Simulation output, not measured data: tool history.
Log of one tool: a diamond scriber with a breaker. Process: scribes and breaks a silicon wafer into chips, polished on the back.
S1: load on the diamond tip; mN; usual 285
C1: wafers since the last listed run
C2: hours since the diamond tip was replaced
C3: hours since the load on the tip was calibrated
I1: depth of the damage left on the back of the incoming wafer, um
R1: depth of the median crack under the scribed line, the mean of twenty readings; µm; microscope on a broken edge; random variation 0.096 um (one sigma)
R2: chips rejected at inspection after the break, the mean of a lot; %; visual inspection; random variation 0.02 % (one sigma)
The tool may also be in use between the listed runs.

| run | hour | S1 | C1 | C2 | C3 | I1 | R1 | R2 |
|---|---|---|---|---|---|---|---|---|
| 1 | 0 | 338 | 0 | 136.2 | 1472 | 0.03 | 14.52 | 5.07 |
| 2 | 30.7 | 285 | 73 | 166.9 | 1502.7 | 0.01 | 12.92 | 1.49 |
| 3 | 55.6 | 285 | 59 | 191.8 | 1527.6 | 0.02 | 12.67 | 1.49 |
| 4 | 82.2 | 285 | 63 | 218.4 | 1554.2 | 0.03 | 12.72 | 1.49 |
| 5 | 161.2 | 285 | 189 | 297.4 | 1633.2 | 0.02 | 12.66 | 1.46 |
| 6 | 185.1 | 285 | 57 | 321.3 | 1657.1 | 0.04 | 12.91 | 1.49 |
| 7 | 209.3 | 285 | 58 | 345.5 | 1681.3 | 0.03 | 12.84 | 1.39 |
| 8 | 238.5 | 285 | 70 | 374.7 | 1710.5 | 0.03 | 12.78 | 1.46 |
|  | 270.4 | load on the tip recalibrated |
| 9 | 271.8 | 285 | 75 | 408 | 1.4 | 0.03 | 11.55 | 0.53 |
| 10 | 302 | 285 | 72 | 438.2 | 31.6 | 0.01 | 11.68 | 0.55 |
| 11 | 327.8 | 285 | 61 | 464 | 57.4 | 0.03 | 11.66 | 0.59 |
| 12 | 340 | 329 | 29 | 476.2 | 69.6 | 0.03 | 13.15 | 1.81 |
| 13 | 373.7 | 324 | 80 | 509.9 | 103.3 | 0.03 | 12.97 | 1.79 |
| 14 | 391.1 | 343 | 41 | 527.3 | 120.7 | 0.05 | 13.43 | 2.57 |
| 15 | 426.2 | 285 | 84 | 562.4 | 155.8 | 0.02 | 11.98 | 0.62 |
|  | 452.4 | diamond tip replaced by a new one, of another model than before |
| 16 | 461 | 327 | 78 | 8.6 | 190.6 | 0.01 | 14.3 | 5.05 |
| 17 | 480 | 365 | 45 | 27.6 | 209.6 | 0.01 | 16.08 | 10.37 |
| 18 | 502.8 | 285 | 54 | 50.4 | 232.4 | 0.02 | 12.31 | 0.82 |
| 19 | 534.3 | 200 | 75 | 81.9 | 263.9 | 0.02 | 7.09 | 21.55 |
| 20 | 558.3 | 285 | 57 | 105.9 | 287.9 | 0.02 | 12.4 | 1.01 |
| 21 | 634 | 261 | 181 | 181.6 | 363.6 | 0.04 | 11.15 | 0.66 |
| 22 | 653.9 | 285 | 47 | 201.5 | 383.5 | 0.03 | 12.72 | 1.22 |

Measured less the same run without the tool's hidden state. The same run-to-run variation is in both; the gauge's scatter may not be:
The hidden state here: share of the diamond tip's cutting effectiveness lost through wear, %; deviation of the load on the tip from its setpoint, %.
| run | R1 | R2 |
|---|---|---|
| 1 | +1.36 | +3.08 |
| 2 | +1.21 | +0.92 |
| 3 | +1.19 | +0.92 |
| 4 | +1.2 | +0.93 |
| 5 | +1.21 | +0.92 |
| 6 | +1.24 | +0.93 |
| 7 | +1.23 | +0.87 |
| 8 | +1.23 | +0.92 |
| 9 | +0 | +0 |
| 10 | +0.07 | +0.01 |
| 11 | +0.12 | +0.01 |
| 12 | +0.16 | +0.24 |
| 13 | +0.22 | +0.34 |
| 14 | +0.26 | +0.49 |
| 15 | +0.3 | +0.06 |
| 16 | +0.7 | +1.81 |
| 17 | +0.85 | +2.77 |
| 18 | +0.7 | +0.3 |
| 19 | +0.45 | -4.99 |
| 20 | +0.84 | +0.45 |
| 21 | +0.88 | -1.15 |
| 22 | +1.04 | +0.67 |
